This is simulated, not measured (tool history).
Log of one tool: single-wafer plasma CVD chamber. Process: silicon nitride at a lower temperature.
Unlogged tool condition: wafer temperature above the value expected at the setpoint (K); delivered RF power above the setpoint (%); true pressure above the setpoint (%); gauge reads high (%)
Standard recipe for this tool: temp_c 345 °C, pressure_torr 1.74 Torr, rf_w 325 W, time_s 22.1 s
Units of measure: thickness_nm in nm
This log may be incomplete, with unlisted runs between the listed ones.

run	hour	temp_c	pressure_torr	rf_w	time_s	wafers since the last listed run	hours since the last thermocouple change	hours since the last RF generator calibration	hours since the last manometer calibration	hours since the showerhead was replaced	hours since the gauge calibration	read-back reference wafer on the same gauge, thickness_nm	thickness_nm
1	0	345	1.74	325	21	0	541.4	283	1130.3	2603.3	1280.2	30.221	24.58
2	41.2	345	1.74	325	21	722	582.6	324.2	1171.5	2644.5	1321.4	30.23	24.54
3	81.7	345	1.74	325	22.1	709	623.1	364.7	1212	2685	1361.9	30.231	25.655
4	122.9	345	1.74	325	22.1	722	664.3	405.9	1253.2	2726.2	1403.1	30.211	25.794
5	168.9	345	1.74	325	22.1	806	710.3	451.9	1299.2	2772.2	1449.1	30.215	25.738
6	237.5	345	1.74	325	23.6	1202	778.9	520.5	1367.8	2840.8	1517.7	30.2	27.32
7	339.2	345	1.74	325	22.1	1782	880.6	622.2	1469.5	2942.5	1619.4	30.236	25.43
# hour 353.1: thermocouple changed; heater temperature recalibrated
8	511.7	345	1.74	325	22.1	2883	158.6	794.7	1642	3115	1791.9	30.227	25.292
9	550.6	345	1.74	325	22.1	681	197.5	833.6	1680.9	3153.9	1830.8	30.171	25.265
10	586.7	345	1.74	325	22.1	632	233.6	869.7	1717	3190	1866.9	30.214	24.946
11	619.4	345	1.74	360	22.1	573	266.3	902.4	1749.7	3222.7	1899.6	30.225	27.283
# hour 700.9: showerhead replaced
# hour 791.8: RF generator calibrated
12	831.9	345	1.74	295	22.1	3444	478.8	40.1	1962.2	131	2112.1	30.228	24.205
13	896.3	334	1.36	325	22.1	1128	543.2	104.5	2026.6	195.4	2176.5	30.249	24.204
14	942.7	345	1.74	325	22.1	813	589.6	150.9	2073	241.8	2222.9	30.245	26.14
# hour 979.8: capacitance manometer re-zeroed and calibrated
15	980.3	345	1.74	325	22.1	518	627.2	188.5	0.5	279.4	2260.5	30.212	26.714
# hour 986.9: gauge calibrated
16	1030.2	345	1.74	325	22.1	874	677.1	238.4	50.4	329.3	43.3	30.228	26.425
17	1085.3	353	1.99	325	25.7	965	732.2	293.5	105.5	384.4	98.4	30.224	31.712
18	1136	354	1.74	325	22.1	888	782.9	344.2	156.2	435.1	149.1	30.192	26.064
19	1175	345	1.74	325	22.1	683	821.9	383.2	195.2	474.1	188.1	30.218	26.335
# hour 1207.6: thermocouple changed; heater temperature recalibrated
20	1289.4	345	1.36	325	22.1	1864	81.8	497.6	309.6	588.5	302.5	30.196	24.105
21	1358.8	345	2.06	325	20.9	1216	151.2	567	379	657.9	371.9	30.199	25.715
22	1398.6	345	1.74	345	22.1	697	191	606.8	418.8	697.7	411.7	30.205	27.109
23	1448.3	345	1.74	370	22.1	871	240.7	656.5	468.5	747.4	461.4	30.213	28.664
24	1504.9	336	2.06	270	20.8	992	297.3	713.1	525.1	804	518	30.162	21.842
25	1546.2	338	1.74	325	22.1	723	338.6	754.4	566.4	845.3	559.3	30.215	25.965
26	1584.9	345	1.74	325	22.1	678	377.3	793.1	605.1	884	598	30.152	25.738
27	1646.5	339	1.85	370	24.5	1079	438.9	854.7	666.7	945.6	659.6	30.206	31.928

Here are 5 independent what-if runs from the current tool condition. What would each one return?
A	1646.9	345	1.33	325	22.1	7	439.3	855.1	667.1	946	660	?	?
B	1646.9	345	1.88	260	24.9	7	439.3	855.1	667.1	946	660	?	?
C	1646.9	345	1.74	305	22.1	7	439.3	855.1	667.1	946	660	?	?
D	1646.9	336	1.35	325	22.1	7	439.3	855.1	667.1	946	660	?	?
E	1646.9	330	1.89	360	18.7	7	439.3	855.1	667.1	946	660	?	?

run	read-back reference wafer on the same gauge, thickness_nm	thickness_nm
A	30.191	23.666
B	30.191	24.237
C	30.191	24.379
D	30.191	23.871
E	30.191	24.422
Stripped of hidden state, with their random variation kept, the same runs would have yielded:
run	thickness_nm
A	24.888
B	25.514
C	25.632
D	25.103
E	25.619
